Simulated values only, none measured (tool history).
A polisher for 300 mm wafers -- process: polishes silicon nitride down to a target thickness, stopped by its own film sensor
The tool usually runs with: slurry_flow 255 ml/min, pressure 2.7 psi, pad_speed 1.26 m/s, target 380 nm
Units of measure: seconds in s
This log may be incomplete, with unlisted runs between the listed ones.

run     day  slurry_flow  pressure  pad_speed  target  wafers since the last listed run  wafers polished on this pad  hours since the slurry nozzle was cleaned  hours since the head pressure was calibrated  incoming thickness of the incoming film, nm  seconds
  1   0.000          255       2.7       1.26     380                                 0                         2107                                      610.6                                         233.0                                        508.8    105.0
      2.950  -- worn pad replaced by a new one
  2   2.971          255       3.1       1.26     380                               452                            3                                      681.9                                         304.3                                        493.9     71.4
      4.758  -- slurry nozzle cleaned
  3   5.642          255       2.7       1.26     380                               424                          427                                       21.2                                         368.4                                        500.7     92.5
  4   8.079          255       2.7       1.26     380                               393                          820                                       79.7                                         426.9                                        502.1     95.0
      8.783  -- head pressure recalibrated
  5  14.896          255       2.7       1.26     380                              1086                         1906                                      243.3                                         146.7                                        492.4     95.3
  6  16.054          255       2.7       1.26     380                               186                         2093                                      271.1                                         174.5                                        494.6     95.2
  7  19.054          255       2.7       1.26     380                               483                         2577                                      343.1                                         246.5                                        502.7    103.0
     21.933  -- worn pad replaced by a new one
  8  21.954          255       2.7       1.26     380                               440                            3                                      412.7                                         316.1                                        499.6     86.7
  9  22.992          255       2.7       1.26     380                               167                          170                                      437.6                                         341.0                                        500.8     91.7
 10  24.729          255       2.7       1.26     380                               280                          451                                      479.3                                         382.7                                        500.2     93.8
 11  26.000          255       2.7       1.26     380                               205                          656                                      509.8                                         413.2                                        510.4    102.6
 12  27.508          255       3.2       1.26     380                               243                          899                                      546.0                                         449.4                                        496.2     77.0
     29.325  -- slurry nozzle cleaned
     29.329  -- head pressure recalibrated
 13  29.846          255       3.2       1.26     380                               369                         1268                                       12.5                                          12.4                                        506.3     86.6
 14  32.308          255       2.7       1.26     380                               397                         1665                                       71.6                                          71.5                                        495.1     94.6
 15  36.675          255       2.7       1.26     380                               704                         2370                                      176.4                                         176.3                                        503.8    101.3
     38.004  -- worn pad replaced by a new one
 16  39.058          255       2.7       1.26     380                               357                          169                                      233.6                                         233.5                                        500.9     88.1
 17  41.117          255       2.1       1.26     380                               332                          501                                      283.0                                         282.9                                        493.1    108.6
 18  42.996          255       2.7       1.26     380                               303                          804                                      328.1                                         328.0                                        504.0     96.1
 19  44.221          255       2.7       1.26     380                               197                         1002                                      357.5                                         357.4                                        506.6     97.0
 20  46.442          255       1.9       1.26     395                               358                         1360                                      410.8                                         410.7                                        496.7    116.9
 21  47.471          320       1.9       1.26     348                               166                         1526                                      435.5                                         435.4                                        497.5    166.7
     47.646  -- head pressure recalibrated
 22  49.000          255       2.7       1.26     415                               233                         1760                                      472.2                                          32.5                                        500.4     68.5
 23  50.575          255       2.7       0.98     417                               254                         2014                                      510.0                                          70.3                                        509.5     92.2
 24  51.588          195       2.1       1.26     398                               163                         2177                                      534.3                                          94.6                                        496.9    108.1
 25  53.671          255       2.7       1.26     380                               336                         2513                                      584.3                                         144.6                                        508.6    104.1
     54.496  -- worn pad replaced by a new one
 26  54.758          255       2.7       1.26     380                               148                           42                                      610.4                                         170.7                                        490.9     81.7
 27  57.104          255       3.2       1.40     380                               378                          420                                      666.7                                         227.0                                        503.2     72.4
     60.512  -- slurry nozzle cleaned
     63.838  -- head pressure recalibrated
 28  64.288          255       2.7       1.26     380                              1138                         1559                                       90.6                                          10.8                                        495.4     91.4
 29  66.921          255       2.1       1.54     363                               424                         1984                                      153.8                                          74.0                                        495.8    119.0
 30  68.867          255       2.0       1.50     380                               313                         2298                                      200.5                                         120.7                                        500.6    117.2
 31  70.946          305       3.5       1.56     361                               335                         2633                                      250.4                                         170.6                                        501.5     75.0
     71.879  -- worn pad replaced by a new one
 32  77.196          255       2.7       1.26     380                               981                          857                                      400.4                                         320.6                                        495.8     93.5
 33  79.067          255       2.7       1.26     416                               301                         1159                                      445.3                                         365.5                                        504.5     71.5
     81.517  -- head pressure recalibrated
 34  81.625          255       3.5       1.62     414                               399                         1558                                      506.7                                           2.6                                        492.2     40.2
     84.712  -- slurry nozzle cleaned
 35  85.858          255       2.7       1.26     380                               676                         2234                                       27.5                                         104.2                                        499.5     99.9

Predict each of these 5 candidate next runs independently; none follows another, all start after run 35:
  A  85.879          255       2.7       1.26     380                                 3                         2238                                       28.0                                         104.7                                        498.7        ?
  B  85.879          255       3.1       1.68     422                                 3                         2238                                       28.0                                         104.7                                        498.7        ?
  C  85.879          280       3.0       1.00     380                                 3                         2238                                       28.0                                         104.7                                        498.7        ?
  D  85.879          170       2.5       1.52     367                                 3                         2238                                       28.0                                         104.7                                        498.7        ?
  E  85.879          175       3.1       1.00     380                                 3                         2238                                       28.0                                         104.7                                        498.7        ?

run  seconds
  A    100.8
  B     45.1
  C    108.2
  D    109.5
  E    110.8
Stripped of hidden state, with their random variation kept, the same runs would have yielded:
run  seconds
  A     86.9
  B     38.9
  C     93.2
  D     94.4
  E     95.5
